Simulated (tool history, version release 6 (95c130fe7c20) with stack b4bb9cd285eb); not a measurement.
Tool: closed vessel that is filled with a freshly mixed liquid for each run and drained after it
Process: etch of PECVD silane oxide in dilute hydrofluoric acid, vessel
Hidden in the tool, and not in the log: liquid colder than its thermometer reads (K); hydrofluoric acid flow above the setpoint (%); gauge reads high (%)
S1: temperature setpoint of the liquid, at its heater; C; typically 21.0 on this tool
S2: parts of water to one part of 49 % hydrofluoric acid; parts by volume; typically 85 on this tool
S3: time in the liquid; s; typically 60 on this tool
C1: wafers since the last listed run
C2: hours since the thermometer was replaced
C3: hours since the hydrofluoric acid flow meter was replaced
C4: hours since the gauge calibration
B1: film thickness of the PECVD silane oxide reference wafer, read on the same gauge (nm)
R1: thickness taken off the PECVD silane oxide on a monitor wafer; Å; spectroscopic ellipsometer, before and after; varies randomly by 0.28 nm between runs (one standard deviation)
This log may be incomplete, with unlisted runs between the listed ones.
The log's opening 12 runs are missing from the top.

run,hour,S1,S2,S3,C1,C2,C3,C4,B1,R1
13,891.9,21.0,85,60,2602,421.7,1585.8,1844.8,50.02,364.5
# hour 1000.8: hydrofluoric acid flow meter replaced
14,1117.7,21.0,85,60,15766,647.5,116.9,2070.6,50.03,321.2
15,1161.9,18.5,50,45,3099,691.7,161.1,2114.8,49.93,383.5
# hour 1207.0: thermometer replaced
16,1228.4,19.0,100,40,4593,21.4,227.6,2181.3,50.03,166.5
# hour 1246.5: gauge calibrated
17,1289.1,21.0,95,50,4257,82.1,288.3,42.6,49.97,239.9
18,1330.3,17.0,120,50,2889,123.3,329.5,83.8,49.95,159.8
19,1395.0,21.0,85,60,4537,188.0,394.2,148.5,50.00,327.2
20,1447.6,23.5,60,90,3689,240.6,446.8,201.1,50.05,810.4
21,1507.1,22.5,60,85,4173,300.1,506.3,260.6,49.98,729.7
22,1557.5,21.0,115,90,3534,350.5,556.7,311.0,50.02,360.0
23,1656.4,25.5,105,30,6936,449.4,655.6,409.9,49.99,160.1
24,1711.6,21.0,85,60,3871,504.6,710.8,465.1,50.05,335.6
25,1807.9,17.0,110,70,6753,600.9,807.1,561.4,50.01,253.8
26,1903.8,21.0,85,60,6725,696.8,903.0,657.3,50.01,343.2
# hour 1940.3: thermometer replaced
27,2216.2,25.0,85,85,21839,275.9,1215.4,969.7,50.01,581.9
28,2383.7,19.5,85,60,11747,443.4,1382.9,1137.2,49.96,330.4
29,2459.7,22.5,125,75,5330,519.4,1458.9,1213.2,50.01,309.7
# hour 2519.9: hydrofluoric acid flow meter replaced
30,2560.1,21.0,85,60,6971,619.8,40.2,1313.6,50.00,315.5
31,2645.4,21.0,60,30,5982,705.1,125.5,1398.9,50.01,233.5
32,2749.7,21.0,85,60,7315,809.4,229.8,1503.2,49.99,328.6
# hour 2809.3: thermometer replaced
33,2845.8,19.0,115,60,6669,36.5,325.9,1599.3,49.99,215.7
34,2900.0,21.0,50,60,3801,90.7,380.1,1653.5,49.97,589.4

Each row is a separate what-if for the run after 34, all from the same tool condition, not one after another. Results?
A,2900.7,21.0,105,60,49,91.4,380.8,1654.2,?,?
B,2900.7,21.0,85,40,49,91.4,380.8,1654.2,?,?
C,2900.7,21.0,115,50,49,91.4,380.8,1654.2,?,?

run,B1,R1
A,49.97,262.4
B,49.97,221.0
C,49.97,197.5
With no hidden state in the tool, these same runs would have given:
run,R1
A,252.9
B,213.1
C,190.3
